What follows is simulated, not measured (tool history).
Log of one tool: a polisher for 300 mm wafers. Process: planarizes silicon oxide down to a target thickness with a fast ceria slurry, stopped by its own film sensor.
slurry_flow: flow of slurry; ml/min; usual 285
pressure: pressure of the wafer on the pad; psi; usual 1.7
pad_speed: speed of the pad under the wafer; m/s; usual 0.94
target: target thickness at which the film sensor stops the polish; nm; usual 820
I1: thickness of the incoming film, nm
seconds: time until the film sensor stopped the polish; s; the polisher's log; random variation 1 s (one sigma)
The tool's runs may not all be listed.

{"run": 1, "hour": 0.0, "slurry_flow": 285, "pressure": 1.7, "pad_speed": 1.02, "target": 820, "I1": 1369.1, "seconds": 68.2}
{"run": 2, "hour": 50.5, "slurry_flow": 285, "pressure": 1.7, "pad_speed": 1.02, "target": 820, "I1": 1387.8, "seconds": 70.9}
{"run": 3, "hour": 84.4, "slurry_flow": 285, "pressure": 1.7, "pad_speed": 0.94, "target": 820, "I1": 1374.6, "seconds": 76.4}
{"run": 4, "hour": 128.4, "slurry_flow": 285, "pressure": 1.7, "pad_speed": 0.94, "target": 820, "I1": 1397.4, "seconds": 81.9}
{"run": 5, "hour": 198.4, "slurry_flow": 285, "pressure": 1.7, "pad_speed": 0.94, "target": 820, "I1": 1395.6, "seconds": 87.3}
{"hour": 202.7, "done": "worn pad replaced by a new one"}
{"run": 6, "hour": 254.9, "slurry_flow": 285, "pressure": 1.7, "pad_speed": 0.94, "target": 820, "I1": 1417.1, "seconds": 79.5}
{"hour": 295.9, "done": "head pressure recalibrated"}
{"hour": 307.3, "done": "slurry nozzle cleaned"}
{"run": 7, "hour": 309.7, "slurry_flow": 285, "pressure": 1.7, "pad_speed": 0.94, "target": 820, "I1": 1362.5, "seconds": 73.9}
{"run": 8, "hour": 335.7, "slurry_flow": 285, "pressure": 1.7, "pad_speed": 0.94, "target": 681, "I1": 1389.1, "seconds": 97.5}
{"run": 9, "hour": 359.8, "slurry_flow": 285, "pressure": 1.7, "pad_speed": 0.94, "target": 681, "I1": 1382.7, "seconds": 98.5}
{"run": 10, "hour": 394.7, "slurry_flow": 285, "pressure": 1.7, "pad_speed": 0.94, "target": 820, "I1": 1364.0, "seconds": 78.0}
{"hour": 419.6, "done": "worn pad replaced by a new one"}
{"run": 11, "hour": 443.5, "slurry_flow": 360, "pressure": 1.7, "pad_speed": 0.94, "target": 820, "I1": 1402.8, "seconds": 75.1}
{"run": 12, "hour": 479.5, "slurry_flow": 360, "pressure": 1.7, "pad_speed": 0.94, "target": 820, "I1": 1388.0, "seconds": 74.9}
{"run": 13, "hour": 548.6, "slurry_flow": 255, "pressure": 1.5, "pad_speed": 0.72, "target": 937, "I1": 1391.1, "seconds": 91.9}
{"run": 14, "hour": 629.3, "slurry_flow": 285, "pressure": 1.3, "pad_speed": 0.66, "target": 981, "I1": 1387.6, "seconds": 105.4}
{"hour": 667.7, "done": "slurry nozzle cleaned"}
{"hour": 674.2, "done": "worn pad replaced by a new one, of another model than before"}
{"run": 15, "hour": 693.0, "slurry_flow": 335, "pressure": 1.5, "pad_speed": 0.94, "target": 820, "I1": 1381.7, "seconds": 79.6}
{"run": 16, "hour": 748.8, "slurry_flow": 225, "pressure": 1.2, "pad_speed": 1.04, "target": 974, "I1": 1379.8, "seconds": 65.0}
{"run": 17, "hour": 803.8, "slurry_flow": 285, "pressure": 1.7, "pad_speed": 0.94, "target": 766, "I1": 1379.0, "seconds": 84.9}
{"run": 18, "hour": 846.1, "slurry_flow": 285, "pressure": 1.7, "pad_speed": 0.94, "target": 820, "I1": 1374.5, "seconds": 77.9}
{"run": 19, "hour": 876.3, "slurry_flow": 215, "pressure": 1.5, "pad_speed": 0.94, "target": 820, "I1": 1405.8, "seconds": 96.4}
{"hour": 881.4, "done": "head pressure recalibrated"}
{"hour": 919.0, "done": "worn pad replaced by a new one"}
{"run": 20, "hour": 926.2, "slurry_flow": 285, "pressure": 1.7, "pad_speed": 0.94, "target": 820, "I1": 1418.7, "seconds": 79.9}
{"run": 21, "hour": 986.8, "slurry_flow": 350, "pressure": 2.2, "pad_speed": 0.94, "target": 820, "I1": 1408.7, "seconds": 63.5}
{"hour": 1033.0, "done": "slurry nozzle cleaned"}
{"run": 22, "hour": 1054.7, "slurry_flow": 285, "pressure": 1.7, "pad_speed": 0.94, "target": 714, "I1": 1410.9, "seconds": 98.3}
{"run": 23, "hour": 1086.4, "slurry_flow": 360, "pressure": 1.7, "pad_speed": 0.76, "target": 820, "I1": 1404.1, "seconds": 91.1}
{"hour": 1177.3, "done": "worn pad replaced by a new one"}
{"run": 24, "hour": 1245.0, "slurry_flow": 285, "pressure": 1.1, "pad_speed": 1.2, "target": 623, "I1": 1410.2, "seconds": 121.8}

Measured less the same run without the tool's hidden state. The same run-to-run variation is in both; the gauge's scatter may not be:
The hidden state here: removal rate lost through wear of the pad, %; slurry flow missing at the pad, %; deviation of the head's pressure from its setpoint, %.
run=1 seconds=+1.1
run=2 seconds=+2.2
run=3 seconds=+3.6
run=4 seconds=+6.1
run=5 seconds=+11.6
run=6 seconds=+0.7
run=7 seconds=+1.9
run=8 seconds=+3.6
run=9 seconds=+5.0
run=10 seconds=+5.8
run=11 seconds=+1.2
run=12 seconds=+1.7
run=13 seconds=+4.4
run=14 seconds=+10.6
run=15 seconds=+0.3
run=16 seconds=+0.9
run=17 seconds=+2.9
run=18 seconds=+4.7
run=19 seconds=+7.9
run=20 seconds=+0.0
run=21 seconds=+0.6
run=22 seconds=+3.5
run=23 seconds=+5.0
run=24 seconds=+2.6
